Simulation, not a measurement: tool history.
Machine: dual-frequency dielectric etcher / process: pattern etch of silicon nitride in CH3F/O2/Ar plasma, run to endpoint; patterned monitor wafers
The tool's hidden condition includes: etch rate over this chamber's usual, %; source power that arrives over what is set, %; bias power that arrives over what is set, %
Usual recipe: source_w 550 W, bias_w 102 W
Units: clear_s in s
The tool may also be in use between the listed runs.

run   hour  source_w  bias_w  wafers since the last listed run  hours since the last wet clean  hours since the last source power generator calibration  hours since the last bias power generator calibration  hours since the last upper electrode change  incoming incoming film thickness, nm  clear_s
  1      0       550     102                                 0                            66.1                                                   4433.7                                                 1670.4                                       4060.5                                 33.11     40.1
  2   63.7       550     102                               968                           129.8                                                   4497.4                                                 1734.1                                       4124.2                                 32.63     39.5
  3  135.3       550     102                              1088                           201.4                                                     4569                                                 1805.7                                       4195.8                                 32.97     40.5
  4  163.6       550     102                               430                           229.7                                                   4597.3                                                   1834                                       4224.1                                 33.08     40.2
  5  216.8       550     102                               808                           282.9                                                   4650.5                                                 1887.2                                       4277.3                                 33.37     40.9
       300  -- wet clean of the chamber
  6  300.5       550     102                               907                             0.5                                                   4734.2                                                 1970.9                                         4361                                 33.27     39.4
     316.7  -- bias power generator calibrated
  7  324.2       550     102                               299                            24.2                                                   4757.9                                                    7.5                                       4384.7                                 33.23     39.3
     334.8  -- source power generator calibrated
  8  380.7       550      92                               797                            80.7                                                     45.9                                                     64                                       4441.2                                 33.17     41.4
  9  446.8       480     116                              1004                           146.8                                                      112                                                  130.1                                       4507.3                                 33.06     39.9
 10  505.1       420      91                               886                           205.1                                                    170.3                                                  188.4                                       4565.6                                 33.28     47.3
     560.9  -- upper electrode replaced
 11  561.4       670     102                               490                           261.4                                                    226.6                                                  244.7                                          0.5                                 33.43     38.2
 12  595.5       550     102                               518                           295.5                                                    260.7                                                  278.8                                         34.6                                 33.19     41.2
 13    643       630      88                               721                             343                                                    308.2                                                  326.3                                         82.1                                  33.3     40.7
 14  680.5       690     123                               569                           380.5                                                    345.7                                                  363.8                                        119.6                                 33.45     36.2
     721.1  -- wet clean of the chamber
 15  721.6       550     102                               259                             0.5                                                    386.8                                                  404.9                                        160.7                                 33.34     39.6
 16  731.6       550     118                               151                            10.5                                                    396.8                                                  414.9                                        170.7                                 33.45     37.8

What the log doesn't show, run by run:
source power that arrives over what is set, %: 0 in every run
bias power that arrives over what is set, %: 0 in every run
H1: etch rate over this chamber's usual, %
run      H1
  1  -0.778
  2   -1.55
  3   -2.41
  4   -2.75
  5   -3.39
  6   0.477
  7   0.191
  8  -0.489
  9   -1.29
 10   -1.99
 11   -2.67
 12   -3.08
 13   -3.65
 14    -4.1
 15       1
 16   0.881
